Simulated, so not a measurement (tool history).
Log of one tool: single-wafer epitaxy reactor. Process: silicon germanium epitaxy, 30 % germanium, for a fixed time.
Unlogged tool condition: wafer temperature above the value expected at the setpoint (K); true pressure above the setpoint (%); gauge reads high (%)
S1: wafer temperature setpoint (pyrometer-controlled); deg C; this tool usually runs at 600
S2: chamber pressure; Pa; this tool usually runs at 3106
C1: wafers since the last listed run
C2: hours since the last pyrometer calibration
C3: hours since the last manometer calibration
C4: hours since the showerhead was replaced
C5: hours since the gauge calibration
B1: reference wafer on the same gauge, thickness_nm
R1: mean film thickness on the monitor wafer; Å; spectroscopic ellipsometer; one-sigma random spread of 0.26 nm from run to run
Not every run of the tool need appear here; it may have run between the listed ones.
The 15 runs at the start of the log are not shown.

Run 16, hour 1139.9: usual settings but S1 595 deg C, S2 3826 Pa; C1 1292; C2 707.8; C3 566.7; C4 3140.3; C5 2193.9; B1 72.11. Result: R1 590.91 Å.
Run 17, hour 1212.1: usual settings; C1 682; C2 780; C3 638.9; C4 3212.5; C5 2266.1; B1 72.179. Result: R1 594.32 Å.
At hour 1224.3: gauge calibrated.
At hour 1243: showerhead replaced.
Run 18, hour 1248.4: usual settings but S1 615 deg C, S2 2746 Pa; C1 267; C2 816.3; C3 675.2; C4 5.4; C5 24.1; B1 72.277. Result: R1 739.87 Å.
Run 19, hour 1323.5: usual settings but S2 2906 Pa; C1 709; C2 891.4; C3 750.3; C4 80.5; C5 99.2; B1 72.21. Result: R1 581.8 Å.
Run 20, hour 1412.4: usual settings but S1 590 deg C, S2 2680 Pa; C1 840; C2 980.3; C3 839.2; C4 169.4; C5 188.1; B1 72.234. Result: R1 469.98 Å.
Run 21, hour 1452.8: usual settings; C1 381; C2 1020.7; C3 879.6; C4 209.8; C5 228.5; B1 72.275. Result: R1 589.75 Å.
Run 22, hour 1515.9: usual settings but S1 612 deg C, S2 3480 Pa; C1 596; C2 1083.8; C3 942.7; C4 272.9; C5 291.6; B1 72.308. Result: R1 763.15 Å.
Run 23, hour 1565.8: usual settings; C1 471; C2 1133.7; C3 992.6; C4 322.8; C5 341.5; B1 72.29. Result: R1 592.75 Å.
Run 24, hour 1619.8: usual settings but S2 2746 Pa; C1 510; C2 1187.7; C3 1046.6; C4 376.8; C5 395.5; B1 72.12. Result: R1 563.81 Å.
At hour 1635.3: pyrometer calibrated.
Run 25, hour 1675: usual settings but S1 608 deg C, S2 2426 Pa; C1 446; C2 39.7; C3 1101.8; C4 432; C5 450.7; B1 72.299. Result: R1 619.01 Å.
Run 26, hour 1774.9: usual settings but S1 593 deg C, S2 2400 Pa; C1 944; C2 139.6; C3 1201.7; C4 531.9; C5 550.6; B1 72.215. Result: R1 471.04 Å.
Run 27, hour 1850.9: usual settings but S2 3866 Pa; C1 718; C2 215.6; C3 1277.7; C4 607.9; C5 626.6; B1 72.196. Result: R1 642.58 Å.
Run 28, hour 1914.7: usual settings but S1 607 deg C, S2 2506 Pa; C1 602; C2 279.4; C3 1341.5; C4 671.7; C5 690.4; B1 72.164. Result: R1 614.45 Å.
Run 29, hour 2007.3: usual settings but S1 605 deg C, S2 3653 Pa; C1 875; C2 372; C3 1434.1; C4 764.3; C5 783; B1 72.158. Result: R1 690.87 Å.
Run 30, hour 2084.1: usual settings but S1 586 deg C; C1 725; C2 448.8; C3 1510.9; C4 841.1; C5 859.8; B1 72.253. Result: R1 459.08 Å.
Run 31, hour 2174: usual settings but S1 588 deg C, S2 2453 Pa; C1 849; C2 538.7; C3 1600.8; C4 931; C5 949.7; B1 72.177. Result: R1 436 Å.
Run 32, hour 2263.1: usual settings but S1 609 deg C; C1 842; C2 627.8; C3 1689.9; C4 1020.1; C5 1038.8; B1 72.185. Result: R1 690.09 Å.
Run 33, hour 2343.7: usual settings but S1 613 deg C, S2 2746 Pa; C1 761; C2 708.4; C3 1770.5; C4 1100.7; C5 1119.4; B1 72.101. Result: R1 707.15 Å.
Run 34, hour 2433.3: usual settings; C1 846; C2 798; C3 1860.1; C4 1190.3; C5 1209; B1 72.177. Result: R1 588.97 Å.
At hour 2442.9: capacitance manometer re-zeroed and calibrated.
Run 35, hour 2490.2: usual settings; C1 462; C2 854.9; C3 47.3; C4 1247.2; C5 1265.9; B1 72.13. Result: R1 602.44 Å.

What if the next run were any one of these 4? Each begins from the tool's condition after run 35:
Run A, hour 2490.6: usual settings; C1 3; C2 855.3; C3 47.7; C4 1247.6; C5 1266.3; B1 ?. Result: R1 ?.
Run B, hour 2490.6: usual settings but S1 594 deg C, S2 3493 Pa; C1 3; C2 855.3; C3 47.7; C4 1247.6; C5 1266.3; B1 ?. Result: R1 ?.
Run C, hour 2490.6: usual settings but S1 587 deg C, S2 3386 Pa; C1 3; C2 855.3; C3 47.7; C4 1247.6; C5 1266.3; B1 ?. Result: R1 ?.
Run D, hour 2490.6: usual settings but S1 586 deg C, S2 2760 Pa; C1 3; C2 855.3; C3 47.7; C4 1247.6; C5 1266.3; B1 ?. Result: R1 ?.

run      B1      R1
  A  72.283   606.8
  B  72.283  569.79
  C  72.283  495.59
  D  72.283  450.06
What these runs would have given with no unlogged condition in the tool:
run      R1
  A  609.91
  B   572.7
  C  498.13
  D  452.36

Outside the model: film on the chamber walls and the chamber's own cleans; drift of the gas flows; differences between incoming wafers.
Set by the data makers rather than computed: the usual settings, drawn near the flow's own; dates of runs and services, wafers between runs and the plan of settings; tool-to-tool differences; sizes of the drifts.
